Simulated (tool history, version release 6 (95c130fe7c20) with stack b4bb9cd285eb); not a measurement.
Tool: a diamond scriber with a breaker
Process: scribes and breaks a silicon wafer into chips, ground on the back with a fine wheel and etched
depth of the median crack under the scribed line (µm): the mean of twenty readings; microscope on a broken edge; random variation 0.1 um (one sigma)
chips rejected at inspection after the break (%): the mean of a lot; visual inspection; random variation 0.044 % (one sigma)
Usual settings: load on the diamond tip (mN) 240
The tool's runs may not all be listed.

run   hour  load on the diamond tip (mN)  incoming depth of the damage left on the back of the incoming wafer, um  depth of the median crack under the scribed line (µm)  chips rejected at inspection after the break (%)
  1    0.0                           240                                                                     0.75                                                   9.87                                              4.08
  2   19.2                           240                                                                     0.47                                                   9.51                                              4.26
  3   46.2                           207                                                                     0.65                                                   8.09                                             25.86
  4  112.1                           207                                                                     0.79                                                   8.10                                             30.28
  5  125.2                           276                                                                     0.79                                                  10.93                                              1.30
  6  149.0                           240                                                                     0.78                                                   9.40                                              6.36
  7  173.4                           240                                                                     0.31                                                   9.34                                              7.19
  8  197.1                           240                                                                     0.44                                                   9.25                                              8.18
  9  230.4                           240                                                                     0.59                                                   9.38                                              8.39
 10  303.3                           240                                                                     0.41                                                   9.01                                             10.13
 11  332.6                           240                                                                     0.63                                                   9.68                                              4.86
 12  365.5                           188                                                                     0.74                                                   7.19                                             48.26
 13  378.2                           311                                                                     0.58                                                  12.11                                              9.13
 14  400.3                           173                                                                     0.66                                                   6.48                                             64.27
 15  432.2                           194                                                                     0.49                                                   8.33                                             23.62
 16  454.2                           217                                                                     0.32                                                   9.51                                              6.47
 17  486.4                           240                                                                     0.42                                                  10.43                                              0.87
 18  518.9                           194                                                                     0.30                                                   8.32                                             23.88
 19  547.7                           213                                                                     0.43                                                   9.23                                              9.40
 20  575.3                           299                                                                     0.39                                                  13.06                                             16.16
 21  611.8                           278                                                                     0.76                                                  11.96                                              7.65
 22  633.6                           263                                                                     0.57                                                  11.43                                              2.84
 23  655.1                           183                                                                     0.43                                                   7.67                                             37.83
 24  675.4                           274                                                                     0.34                                                  11.62                                              5.39
 25  707.0                           214                                                                     0.45                                                   9.07                                             10.58

Not shown: 2 entries that the log had between the listed runs. Between which runs, and how does the tool's hidden state differ before and after?
Between runs 10 and 11: diamond tip replaced by a new one (hour 313.6)
  share of the diamond tip's cutting effectiveness lost through wear, %: 8.79 -> 0.199; deviation of the load on the tip from its setpoint, %: -8.13 -> -8.54
  measured less the result without the state, depth of the median crack under the scribed line (µm): -1.48 -> -0.98; chips rejected at inspection after the break (%): +9.30 -> +3.99
Between runs 14 and 15: load on the tip recalibrated (hour 415.1)
  share of the diamond tip's cutting effectiveness lost through wear, %: 0.87 -> 1.19; deviation of the load on the tip from its setpoint, %: -9.51 -> 0.0393
  measured less the result without the state, depth of the median crack under the scribed line (µm): -0.78 -> -0.06; chips rejected at inspection after the break (%): +17.99 -> +1.22

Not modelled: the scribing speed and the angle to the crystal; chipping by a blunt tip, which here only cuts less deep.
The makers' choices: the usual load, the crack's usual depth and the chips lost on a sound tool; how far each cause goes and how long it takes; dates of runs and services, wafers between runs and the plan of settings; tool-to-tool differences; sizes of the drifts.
